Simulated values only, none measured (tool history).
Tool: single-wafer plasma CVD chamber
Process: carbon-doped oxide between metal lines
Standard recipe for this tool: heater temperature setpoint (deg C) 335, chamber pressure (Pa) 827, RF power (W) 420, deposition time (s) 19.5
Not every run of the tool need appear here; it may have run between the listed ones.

run	hour	heater temperature setpoint (deg C)	chamber pressure (Pa)	RF power (W)	deposition time (s)	wafers since the last listed run	hours since the last thermocouple change	hours since the last RF generator calibration	hours since the last manometer calibration	hours since the showerhead was replaced	hours since the gauge calibration	read-back reference wafer on the same gauge, thickness_nm	mean film thickness on the monitor wafer (angstrom)
1	0.0	335	827	420	19.5	0	879.9	1334.4	1049.5	5990.0	72.7	84.523	862.05
2	11.4	335	827	420	19.5	353	891.3	1345.8	1060.9	6001.4	84.1	84.452	861.22
3	26.8	335	827	420	19.5	476	906.7	1361.2	1076.3	6016.8	99.5	84.523	861.11
4	35.4	335	827	420	19.5	266	915.3	1369.8	1084.9	6025.4	108.1	84.497	862.83
5	42.8	335	827	420	19.5	229	922.7	1377.2	1092.3	6032.8	115.5	84.470	861.19
6	58.7	335	827	420	19.5	492	938.6	1393.1	1108.2	6048.7	131.4	84.492	858.76
# hour 67.8: gauge calibrated
7	72.8	335	827	475	19.5	436	952.7	1407.2	1122.3	6062.8	5.0	84.480	934.94
# hour 87.3: thermocouple changed; heater temperature recalibrated
8	87.8	335	827	420	19.5	216	0.5	1422.2	1137.3	6077.8	20.0	84.531	861.40
9	117.8	327	827	420	19.5	929	30.5	1452.2	1167.3	6107.8	50.0	84.514	886.95
# hour 131.4: capacitance manometer re-zeroed and calibrated
# hour 132.1: RF generator calibrated
10	132.6	335	827	355	15.6	188	45.3	0.5	1.2	6122.6	64.8	84.513	649.12
# hour 142.0: showerhead replaced
11	144.2	335	827	390	19.5	111	56.9	12.1	12.8	2.2	76.4	84.511	861.99
12	160.8	335	827	465	22.4	514	73.5	28.7	29.4	18.8	93.0	84.549	1109.09
13	186.3	335	827	420	16.3	789	99.0	54.2	54.9	44.3	118.5	84.514	757.35
14	196.3	335	827	420	19.5	309	109.0	64.2	64.9	54.3	128.5	84.495	906.66

List, for all runs, the conditions of the tool that the log does not record:
wafer temperature above the value expected at the setpoint (K): 0 on each run
true pressure above the setpoint (%): 0 on each run
gauge reads high (%): 0 on each run
H1: delivered RF power above the setpoint (%)
run	H1
1	-6.9
2	-7
3	-7.14
4	-7.22
5	-7.29
6	-7.44
7	-7.57
8	-7.71
9	-8
10	-0.256
11	-0.256
12	-0.259
13	-0.266
14	-0.27
